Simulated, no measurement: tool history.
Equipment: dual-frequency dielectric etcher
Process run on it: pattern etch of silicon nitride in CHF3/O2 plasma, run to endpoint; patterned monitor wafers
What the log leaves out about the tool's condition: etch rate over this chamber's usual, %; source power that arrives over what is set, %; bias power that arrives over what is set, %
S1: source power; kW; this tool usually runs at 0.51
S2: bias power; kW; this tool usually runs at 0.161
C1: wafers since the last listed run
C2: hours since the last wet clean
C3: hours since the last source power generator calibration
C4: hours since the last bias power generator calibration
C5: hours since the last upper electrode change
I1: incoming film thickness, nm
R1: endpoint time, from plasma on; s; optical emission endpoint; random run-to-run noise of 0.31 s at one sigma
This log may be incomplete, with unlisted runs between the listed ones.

Run 1, hour 0: usual settings; C1 0; C2 74.6; C3 2069.1; C4 1835.7; C5 2084.7; I1 88.3. Result: R1 60.1 s.
Run 2, hour 36.6: usual settings but S1 0.58 kW; C1 471; C2 111.2; C3 2105.7; C4 1872.3; C5 2121.3; I1 88.6. Result: R1 58.6 s.
Run 3, hour 233: usual settings but S1 0.58 kW; C1 2531; C2 307.6; C3 2302.1; C4 2068.7; C5 2317.7; I1 88. Result: R1 58.5 s.
Run 4, hour 264.2: usual settings; C1 402; C2 338.8; C3 2333.3; C4 2099.9; C5 2348.9; I1 86.8. Result: R1 60.4 s.
At hour 341.1: wet clean of the chamber.
Run 5, hour 341.6: usual settings but S1 0.46 kW; C1 688; C2 0.5; C3 2410.7; C4 2177.3; C5 2426.3; I1 86.7. Result: R1 61.4 s.
Run 6, hour 380: usual settings but S1 0.46 kW; C1 494; C2 38.9; C3 2449.1; C4 2215.7; C5 2464.7; I1 86.4. Result: R1 61.3 s.
Run 7, hour 408.1: usual settings but S1 0.46 kW; C1 362; C2 67; C3 2477.2; C4 2243.8; C5 2492.8; I1 87.7. Result: R1 62.5 s.
Run 8, hour 436.7: usual settings; C1 368; C2 95.6; C3 2505.8; C4 2272.4; C5 2521.4; I1 87.3. Result: R1 59.8 s.
Run 9, hour 474.6: usual settings; C1 488; C2 133.5; C3 2543.7; C4 2310.3; C5 2559.3; I1 87.9. Result: R1 60.5 s.
Run 10, hour 525.9: usual settings; C1 661; C2 184.8; C3 2595; C4 2361.6; C5 2610.6; I1 88. Result: R1 61.3 s.
Run 11, hour 573.4: usual settings but S2 0.152 kW; C1 612; C2 232.3; C3 2642.5; C4 2409.1; C5 2658.1; I1 87.8. Result: R1 62 s.
Run 12, hour 618.9: usual settings; C1 586; C2 277.8; C3 2688; C4 2454.6; C5 2703.6; I1 87.8. Result: R1 60.9 s.
Run 13, hour 665.2: usual settings; C1 596; C2 324.1; C3 2734.3; C4 2500.9; C5 2749.9; I1 87.9. Result: R1 60.8 s.
At hour 701.3: upper electrode replaced, of another model than before.
Run 14, hour 728.6: usual settings; C1 507; C2 387.5; C3 2797.7; C4 2564.3; C5 27.3; I1 87.7. Result: R1 61.3 s.
At hour 769.1: bias power generator calibrated.
At hour 828.9: wet clean of the chamber.
Run 15, hour 936.3: usual settings; C1 2315; C2 107.4; C3 3005.4; C4 167.2; C5 235; I1 88.1. Result: R1 60.3 s.
Run 16, hour 976.7: usual settings but S2 0.139 kW; C1 520; C2 147.8; C3 3045.8; C4 207.6; C5 275.4; I1 88. Result: R1 65.8 s.
Run 17, hour 1030.7: usual settings but S2 0.139 kW; C1 695; C2 201.8; C3 3099.8; C4 261.6; C5 329.4; I1 88.5. Result: R1 66.4 s.
Run 18, hour 1085: usual settings; C1 699; C2 256.1; C3 3154.1; C4 315.9; C5 383.7; I1 87.4. Result: R1 60.6 s.
Run 19, hour 1140.6: usual settings but S2 0.139 kW; C1 716; C2 311.7; C3 3209.7; C4 371.5; C5 439.3; I1 88.4. Result: R1 66.8 s.
Run 20, hour 1169.1: usual settings; C1 367; C2 340.2; C3 3238.2; C4 400; C5 467.8; I1 88.2. Result: R1 61.3 s.
Run 21, hour 1239.4: usual settings but S2 0.176 kW; C1 906; C2 410.5; C3 3308.5; C4 470.3; C5 538.1; I1 87.6. Result: R1 58.7 s.
At hour 1266.7: wet clean of the chamber.
Run 22, hour 1267.2: usual settings but S1 0.47 kW, S2 0.177 kW; C1 48; C2 0.5; C3 3336.3; C4 498.1; C5 565.9; I1 86.6. Result: R1 58.8 s.
Run 23, hour 1310.5: usual settings; C1 558; C2 43.8; C3 3379.6; C4 541.4; C5 609.2; I1 86.8. Result: R1 59.4 s.
Run 24, hour 1354.5: usual settings; C1 567; C2 87.8; C3 3423.6; C4 585.4; C5 653.2; I1 88.1. Result: R1 60.6 s.
Run 25, hour 1382.2: usual settings but S1 0.43 kW, S2 0.177 kW; C1 356; C2 115.5; C3 3451.3; C4 613.1; C5 680.9; I1 87.8. Result: R1 62.6 s.
At hour 1410.5: source power generator calibrated.
Run 26, hour 1422.5: usual settings but S1 0.55 kW, S2 0.124 kW; C1 467; C2 155.8; C3 12; C4 653.4; C5 721.2; I1 87.3. Result: R1 68.3 s.
Run 27, hour 1476.5: usual settings but S1 0.55 kW, S2 0.132 kW; C1 695; C2 209.8; C3 66; C4 707.4; C5 775.2; I1 87.4. Result: R1 65.1 s.
Run 28, hour 1510.5: usual settings but S2 0.171 kW; C1 438; C2 243.8; C3 100; C4 741.4; C5 809.2; I1 86.8. Result: R1 58.2 s.
Run 29, hour 1552.7: usual settings but S1 0.39 kW, S2 0.137 kW; C1 543; C2 286; C3 142.2; C4 783.6; C5 851.4; I1 88.2. Result: R1 76.9 s.
Run 30, hour 1576.7: usual settings but S2 0.134 kW; C1 309; C2 310; C3 166.2; C4 807.6; C5 875.4; I1 89.3. Result: R1 69.1 s.
At hour 1755: wet clean of the chamber.
Run 31, hour 1764.8: usual settings but S1 0.42 kW, S2 0.195 kW; C1 2114; C2 9.8; C3 354.3; C4 995.7; C5 1063.5; I1 86.8. Result: R1 58.7 s.
Run 32, hour 1820.7: usual settings; C1 720; C2 65.7; C3 410.2; C4 1051.6; C5 1119.4; I1 88.6. Result: R1 60.5 s.
Run 33, hour 1883.6: usual settings but S1 0.54 kW; C1 810; C2 128.6; C3 473.1; C4 1114.5; C5 1182.3; I1 88.5. Result: R1 58.9 s.
Run 34, hour 1948.8: usual settings; C1 840; C2 193.8; C3 538.3; C4 1179.7; C5 1247.5; I1 86.7. Result: R1 59.7 s.
Run 35, hour 1991: usual settings but S1 0.38 kW, S2 0.189 kW; C1 543; C2 236; C3 580.5; C4 1221.9; C5 1289.7; I1 87.1. Result: R1 63.1 s.
Run 36, hour 2017.3: usual settings but S1 0.64 kW, S2 0.175 kW; C1 338; C2 262.3; C3 606.8; C4 1248.2; C5 1316; I1 88.2. Result: R1 52.3 s.

Below are 3 alternative next runs, each starting from the tool's condition after run 36. Predict each:
Run A, hour 2017.7: usual settings but S2 0.13 kW; C1 5; C2 262.7; C3 607.2; C4 1248.6; C5 1316.4; I1 88.2. Result: R1 ?.
Run B, hour 2017.7: usual settings but S1 0.48 kW, S2 0.185 kW; C1 5; C2 262.7; C3 607.2; C4 1248.6; C5 1316.4; I1 88.2. Result: R1 ?.
Run C, hour 2017.7: usual settings but S2 0.197 kW; C1 5; C2 262.7; C3 607.2; C4 1248.6; C5 1316.4; I1 88.2. Result: R1 ?.

run    R1
  A  68.6
  B  58.2
  C  54.7
Stripped of hidden state, with their random variation kept, the same runs would have yielded:
run    R1
  A  68.2
  B  57.8
  C  54.3
